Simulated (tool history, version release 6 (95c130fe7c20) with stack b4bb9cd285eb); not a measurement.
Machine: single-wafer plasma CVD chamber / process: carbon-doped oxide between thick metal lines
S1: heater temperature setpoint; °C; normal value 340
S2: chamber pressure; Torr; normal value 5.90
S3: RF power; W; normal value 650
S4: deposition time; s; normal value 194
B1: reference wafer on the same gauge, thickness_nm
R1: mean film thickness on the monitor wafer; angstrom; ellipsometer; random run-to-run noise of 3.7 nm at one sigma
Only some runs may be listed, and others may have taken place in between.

| run | hour | S1 | S2 | S3 | S4 | B1 | R1 |
|---|---|---|---|---|---|---|---|
| 1 | 0.0 | 340 | 5.90 | 650 | 194 | 1360.154 | 12034.31 |
| 2 | 17.1 | 340 | 5.90 | 650 | 194 | 1359.496 | 12039.55 |
| 3 | 29.7 | 340 | 5.90 | 650 | 194 | 1359.521 | 11949.83 |
| 4 | 35.9 | 340 | 5.90 | 650 | 194 | 1360.487 | 11992.66 |
| 5 | 43.0 | 340 | 5.90 | 650 | 194 | 1359.744 | 11969.74 |
| 6 | 54.0 | 340 | 5.90 | 650 | 194 | 1359.744 | 12005.87 |
| 7 | 65.5 | 340 | 5.90 | 650 | 194 | 1360.993 | 11963.71 |
|  | 100.1 | thermocouple changed; heater temperature recalibrated |
|  | 118.3 | RF generator calibrated |
| 8 | 118.8 | 340 | 5.90 | 650 | 194 | 1361.120 | 12958.52 |
| 9 | 121.6 | 340 | 5.90 | 650 | 183 | 1359.818 | 12224.84 |
|  | 131.0 | capacitance manometer re-zeroed and calibrated |
| 10 | 138.0 | 340 | 5.90 | 650 | 183 | 1360.354 | 12289.30 |
| 11 | 155.7 | 345 | 5.90 | 700 | 179 | 1359.733 | 12654.83 |
| 12 | 171.4 | 349 | 7.02 | 545 | 166 | 1358.837 | 9176.13 |
|  | 180.4 | showerhead replaced |
| 13 | 180.9 | 332 | 5.90 | 650 | 194 | 1360.842 | 13314.90 |
| 14 | 192.9 | 347 | 5.90 | 650 | 167 | 1359.309 | 10961.06 |
|  | 195.2 | gauge calibrated |
| 15 | 210.3 | 352 | 4.46 | 600 | 194 | 1360.401 | 11237.64 |
| 16 | 228.1 | 340 | 5.90 | 650 | 194 | 1359.527 | 12947.55 |
| 17 | 236.4 | 340 | 6.86 | 745 | 194 | 1360.143 | 14827.16 |
| 18 | 245.5 | 340 | 5.90 | 650 | 194 | 1359.935 | 12946.61 |
| 19 | 261.6 | 340 | 5.90 | 650 | 194 | 1360.783 | 12945.35 |
| 20 | 267.9 | 331 | 5.90 | 650 | 169 | 1359.079 | 11564.89 |

Run 21, settings as shown, results not yet in. Your forecast:
| 21 | 277.6 | 347 | 5.90 | 650 | 212 | ? | ? |

B1: 1359.889
R1: 13911.77 angstrom
With no hidden state in the tool, this same run would have given R1 13973.91 angstrom.
